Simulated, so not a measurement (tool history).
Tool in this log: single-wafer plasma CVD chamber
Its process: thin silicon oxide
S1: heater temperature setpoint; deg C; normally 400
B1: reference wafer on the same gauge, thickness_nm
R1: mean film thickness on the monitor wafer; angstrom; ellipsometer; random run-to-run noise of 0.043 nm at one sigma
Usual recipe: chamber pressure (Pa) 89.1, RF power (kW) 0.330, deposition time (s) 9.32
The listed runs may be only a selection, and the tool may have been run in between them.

Run 1, hour 0.0: usual settings; B1 12.599. Result: R1 143.86 angstrom.
Run 2, hour 39.9: usual settings; B1 12.607. Result: R1 143.93 angstrom.
Run 3, hour 101.2: usual settings but S1 409 deg C; B1 12.591. Result: R1 142.85 angstrom.
At hour 126.6: gauge calibrated.
Run 4, hour 144.3: usual settings but S1 409 deg C; B1 12.611. Result: R1 143.04 angstrom.
Run 5, hour 173.3: usual settings but S1 409 deg C; B1 12.599. Result: R1 143.62 angstrom.
Run 6, hour 210.5: usual settings; B1 12.596. Result: R1 143.36 angstrom.
Run 7, hour 237.1: usual settings; B1 12.600. Result: R1 144.07 angstrom.
Run 8, hour 286.7: usual settings; B1 12.585. Result: R1 143.08 angstrom.
Run 9, hour 486.0: usual settings; B1 12.608. Result: R1 143.53 angstrom.
Run 10, hour 549.1: usual settings; B1 12.597. Result: R1 143.17 angstrom.
Run 11, hour 582.1: usual settings but deposition time (s) 10.51; B1 12.583. Result: R1 161.29 angstrom.
At hour 619.2: showerhead replaced.
At hour 627.9: RF generator calibrated.
Run 12, hour 653.0: usual settings but deposition time (s) 10.51; B1 12.606. Result: R1 156.77 angstrom.
Run 13, hour 700.5: usual settings but S1 394 deg C, RF power (kW) 0.370, deposition time (s) 9.91; B1 12.600. Result: R1 156.96 angstrom.
Run 14, hour 727.4: usual settings but RF power (kW) 0.265, deposition time (s) 11.06; B1 12.602. Result: R1 145.47 angstrom.
At hour 748.5: thermocouple changed; heater temperature recalibrated.
At hour 773.5: RF generator calibrated, repeated, since the last time left the tool worse.
Run 15, hour 774.0: usual settings but chamber pressure (Pa) 110.3, deposition time (s) 7.68; B1 12.603. Result: R1 139.08 angstrom.
At hour 817.6: capacitance manometer re-zeroed and calibrated.
Run 16, hour 835.1: usual settings; B1 12.610. Result: R1 146.11 angstrom.
Run 17, hour 863.4: usual settings but S1 392 deg C, chamber pressure (Pa) 77.5, deposition time (s) 10.40; B1 12.603. Result: R1 148.77 angstrom.
At hour 866.9: gauge calibrated.
Run 18, hour 899.9: usual settings but S1 406 deg C, RF power (kW) 0.365; B1 12.588. Result: R1 152.34 angstrom.
Run 19, hour 930.5: usual settings but chamber pressure (Pa) 104.8, RF power (kW) 0.395, deposition time (s) 10.42; B1 12.598. Result: R1 197.89 angstrom.
Run 20, hour 987.5: usual settings but S1 414 deg C, chamber pressure (Pa) 77.2, RF power (kW) 0.280, deposition time (s) 10.16; B1 12.602. Result: R1 132.20 angstrom.
Run 21, hour 1039.6: usual settings but S1 392 deg C, RF power (kW) 0.380, deposition time (s) 10.22; B1 12.590. Result: R1 171.54 angstrom.
Run 22, hour 1080.1: usual settings; B1 12.612. Result: R1 145.63 angstrom.
Run 23, hour 1121.2: usual settings; B1 12.604. Result: R1 145.60 angstrom.
Run 24, hour 1159.8: usual settings but S1 409 deg C, chamber pressure (Pa) 98.1, deposition time (s) 7.71; B1 12.590. Result: R1 128.03 angstrom.
Run 25, hour 1192.4: usual settings; B1 12.596. Result: R1 145.78 angstrom.

Branching from run 25: 4 alternative next runs. What would each branch give?
Run A, hour 1192.8: usual settings but RF power (kW) 0.385; B1 ?. Result: R1 ?.
Run B, hour 1192.8: usual settings but S1 404 deg C; B1 ?. Result: R1 ?.
Run C, hour 1192.8: usual settings but chamber pressure (Pa) 103.5; B1 ?. Result: R1 ?.
Run D, hour 1192.8: usual settings but S1 412 deg C, RF power (kW) 0.385, deposition time (s) 8.35; B1 ?. Result: R1 ?.

run      B1      R1
  A  12.616  156.62
  B  12.616  145.61
  C  12.616  161.65
  D  12.616  139.39
Stripped of hidden state, with their random variation kept, the same runs would have yielded:
run      R1
  A  157.99
  B  147.01
  C  163.21
  D  140.62
